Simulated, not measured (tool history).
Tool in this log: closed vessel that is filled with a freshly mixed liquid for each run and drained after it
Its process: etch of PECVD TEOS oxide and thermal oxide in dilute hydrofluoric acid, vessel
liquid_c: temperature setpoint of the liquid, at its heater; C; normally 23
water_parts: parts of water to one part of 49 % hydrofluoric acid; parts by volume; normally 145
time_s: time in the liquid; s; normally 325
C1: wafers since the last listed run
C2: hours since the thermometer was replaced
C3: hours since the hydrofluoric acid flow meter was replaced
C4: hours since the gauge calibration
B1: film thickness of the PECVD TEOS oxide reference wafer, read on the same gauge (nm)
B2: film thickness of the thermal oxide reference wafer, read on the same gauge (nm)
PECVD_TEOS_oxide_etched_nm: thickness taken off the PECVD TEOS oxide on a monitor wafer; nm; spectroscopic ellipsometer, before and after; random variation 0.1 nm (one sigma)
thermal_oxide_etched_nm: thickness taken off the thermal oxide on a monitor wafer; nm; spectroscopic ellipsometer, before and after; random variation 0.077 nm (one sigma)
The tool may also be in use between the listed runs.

run 1 hour=0 | liquid_c=23 water_parts=145 time_s=325 | C1=0 C2=2168 C3=1482.3 C4=753.8 | B1=79.98 B2=60.01 | PECVD_TEOS_oxide_etched_nm=27.75 thermal_oxide_etched_nm=10.19
run 2 hour=27.2 | liquid_c=23 water_parts=145 time_s=325 | C1=2996 C2=2195.2 C3=1509.5 C4=781 | B1=80.01 B2=59.98 | PECVD_TEOS_oxide_etched_nm=27.68 thermal_oxide_etched_nm=10.02
run 3 hour=54.2 | liquid_c=23 water_parts=145 time_s=325 | C1=2974 C2=2222.2 C3=1536.5 C4=808 | B1=80.02 B2=60.01 | PECVD_TEOS_oxide_etched_nm=27.79 thermal_oxide_etched_nm=10.06
-- hour=63.8 hydrofluoric acid flow meter replaced
run 4 hour=73.1 | liquid_c=19.5 water_parts=145 time_s=435 | C1=1971 C2=2241.1 C3=9.3 C4=826.9 | B1=80.02 B2=60 | PECVD_TEOS_oxide_etched_nm=32.26 thermal_oxide_etched_nm=11.68
run 5 hour=108.4 | liquid_c=19.5 water_parts=145 time_s=435 | C1=3888 C2=2276.4 C3=44.6 C4=862.2 | B1=80 B2=59.99 | PECVD_TEOS_oxide_etched_nm=32.62 thermal_oxide_etched_nm=11.81
run 6 hour=139.5 | liquid_c=18.5 water_parts=125 time_s=150 | C1=3425 C2=2307.5 C3=75.7 C4=893.3 | B1=80.01 B2=60.03 | PECVD_TEOS_oxide_etched_nm=12.76 thermal_oxide_etched_nm=4.68
run 7 hour=155.1 | liquid_c=25.5 water_parts=165 time_s=325 | C1=1718 C2=2323.1 C3=91.3 C4=908.9 | B1=79.99 B2=60.01 | PECVD_TEOS_oxide_etched_nm=26.05 thermal_oxide_etched_nm=9.51
run 8 hour=174.2 | liquid_c=23 water_parts=145 time_s=140 | C1=2104 C2=2342.2 C3=110.4 C4=928 | B1=80.04 B2=59.98 | PECVD_TEOS_oxide_etched_nm=12.03 thermal_oxide_etched_nm=4.35
run 9 hour=210.1 | liquid_c=23 water_parts=145 time_s=325 | C1=3954 C2=2378.1 C3=146.3 C4=963.9 | B1=79.98 B2=60.02 | PECVD_TEOS_oxide_etched_nm=27.94 thermal_oxide_etched_nm=10.11
run 10 hour=238.5 | liquid_c=23 water_parts=145 time_s=325 | C1=3128 C2=2406.5 C3=174.7 C4=992.3 | B1=79.98 B2=60.01 | PECVD_TEOS_oxide_etched_nm=27.92 thermal_oxide_etched_nm=10.11
-- hour=254 thermometer replaced
run 11 hour=271.5 | liquid_c=19.5 water_parts=145 time_s=435 | C1=3525 C2=17.5 C3=207.7 C4=1025.3 | B1=80.03 B2=60.04 | PECVD_TEOS_oxide_etched_nm=29.79 thermal_oxide_etched_nm=10.78
run 12 hour=303.8 | liquid_c=23 water_parts=175 time_s=410 | C1=3558 C2=49.8 C3=240 C4=1057.6 | B1=80.01 B2=59.99 | PECVD_TEOS_oxide_etched_nm=25.87 thermal_oxide_etched_nm=9.47
run 13 hour=317.2 | liquid_c=25.5 water_parts=105 time_s=325 | C1=1476 C2=63.2 C3=253.4 C4=1071 | B1=79.99 B2=60.02 | PECVD_TEOS_oxide_etched_nm=40.97 thermal_oxide_etched_nm=14.96
run 14 hour=337.9 | liquid_c=23 water_parts=205 time_s=325 | C1=2280 C2=83.9 C3=274.1 C4=1091.7 | B1=80 B2=60.03 | PECVD_TEOS_oxide_etched_nm=17.03 thermal_oxide_etched_nm=6.27
run 15 hour=351.1 | liquid_c=23 water_parts=145 time_s=325 | C1=1454 C2=97.1 C3=287.3 C4=1104.9 | B1=79.95 B2=60.02 | PECVD_TEOS_oxide_etched_nm=25.6 thermal_oxide_etched_nm=9.36
-- hour=351.6 gauge calibrated
run 16 hour=451.8 | liquid_c=25 water_parts=145 time_s=325 | C1=11093 C2=197.8 C3=388 C4=100.2 | B1=80 B2=60.02 | PECVD_TEOS_oxide_etched_nm=27.56 thermal_oxide_etched_nm=10.22
run 17 hour=468.8 | liquid_c=25 water_parts=105 time_s=265 | C1=1872 C2=214.8 C3=405 C4=117.2 | B1=79.97 B2=60.01 | PECVD_TEOS_oxide_etched_nm=32.87 thermal_oxide_etched_nm=12.07
run 18 hour=492 | liquid_c=23 water_parts=145 time_s=325 | C1=2555 C2=238 C3=428.2 C4=140.4 | B1=80.02 B2=59.99 | PECVD_TEOS_oxide_etched_nm=25.97 thermal_oxide_etched_nm=9.46
run 19 hour=521.8 | liquid_c=23 water_parts=145 time_s=325 | C1=3282 C2=267.8 C3=458 C4=170.2 | B1=80 B2=60.01 | PECVD_TEOS_oxide_etched_nm=25.73 thermal_oxide_etched_nm=9.54
run 20 hour=535.1 | liquid_c=25.5 water_parts=145 time_s=445 | C1=1465 C2=281.1 C3=471.3 C4=183.5 | B1=79.98 B2=60.04 | PECVD_TEOS_oxide_etched_nm=39.03 thermal_oxide_etched_nm=14.09
run 21 hour=621 | liquid_c=24.5 water_parts=110 time_s=390 | C1=9462 C2=367 C3=557.2 C4=269.4 | B1=79.98 B2=60 | PECVD_TEOS_oxide_etched_nm=45.62 thermal_oxide_etched_nm=16.6
run 22 hour=633.2 | liquid_c=25.5 water_parts=145 time_s=475 | C1=1343 C2=379.2 C3=569.4 C4=281.6 | B1=80.01 B2=59.97 | PECVD_TEOS_oxide_etched_nm=41.83 thermal_oxide_etched_nm=14.88
run 23 hour=655.9 | liquid_c=18 water_parts=165 time_s=395 | C1=2500 C2=401.9 C3=592.1 C4=304.3 | B1=80.04 B2=60 | PECVD_TEOS_oxide_etched_nm=22.27 thermal_oxide_etched_nm=8.25
run 24 hour=669.9 | liquid_c=23 water_parts=190 time_s=165 | C1=1542 C2=415.9 C3=606.1 C4=318.3 | B1=80 B2=60.03 | PECVD_TEOS_oxide_etched_nm=9.59 thermal_oxide_etched_nm=3.45
run 25 hour=687.8 | liquid_c=28 water_parts=185 time_s=325 | C1=1971 C2=433.8 C3=624 C4=336.2 | B1=79.99 B2=59.96 | PECVD_TEOS_oxide_etched_nm=23.29 thermal_oxide_etched_nm=8.41
run 26 hour=719.8 | liquid_c=21.5 water_parts=120 time_s=405 | C1=3525 C2=465.8 C3=656 C4=368.2 | B1=80.02 B2=60 | PECVD_TEOS_oxide_etched_nm=38.08 thermal_oxide_etched_nm=13.97
run 27 hour=745.2 | liquid_c=28 water_parts=165 time_s=275 | C1=2798 C2=491.2 C3=681.4 C4=393.6 | B1=80.01 B2=59.98 | PECVD_TEOS_oxide_etched_nm=22.81 thermal_oxide_etched_nm=8.32

Below are 3 alternative next runs, each starting from the tool's condition after run 27. Predict each:
run A hour=745.9 | liquid_c=21.5 water_parts=145 time_s=325 | C1=77 C2=491.9 C3=682.1 C4=394.3 | B1=? B2=? | PECVD_TEOS_oxide_etched_nm=? thermal_oxide_etched_nm=?
run B hour=745.9 | liquid_c=20.5 water_parts=100 time_s=185 | C1=77 C2=491.9 C3=682.1 C4=394.3 | B1=? B2=? | PECVD_TEOS_oxide_etched_nm=? thermal_oxide_etched_nm=?
run C hour=745.9 | liquid_c=23 water_parts=80 time_s=325 | C1=77 C2=491.9 C3=682.1 C4=394.3 | B1=? B2=? | PECVD_TEOS_oxide_etched_nm=? thermal_oxide_etched_nm=?

run=A B1=79.98 B2=60 PECVD_TEOS_oxide_etched_nm=24.81 thermal_oxide_etched_nm=8.85
run=B B1=79.98 B2=60 PECVD_TEOS_oxide_etched_nm=20.7 thermal_oxide_etched_nm=7.39
run=C B1=79.98 B2=60 PECVD_TEOS_oxide_etched_nm=51.52 thermal_oxide_etched_nm=18.39
Without the tool's hidden state the same runs would have given:
run=A PECVD_TEOS_oxide_etched_nm=23.91 thermal_oxide_etched_nm=8.53
run=B PECVD_TEOS_oxide_etched_nm=19.93 thermal_oxide_etched_nm=7.11
run=C PECVD_TEOS_oxide_etched_nm=49.6 thermal_oxide_etched_nm=17.7
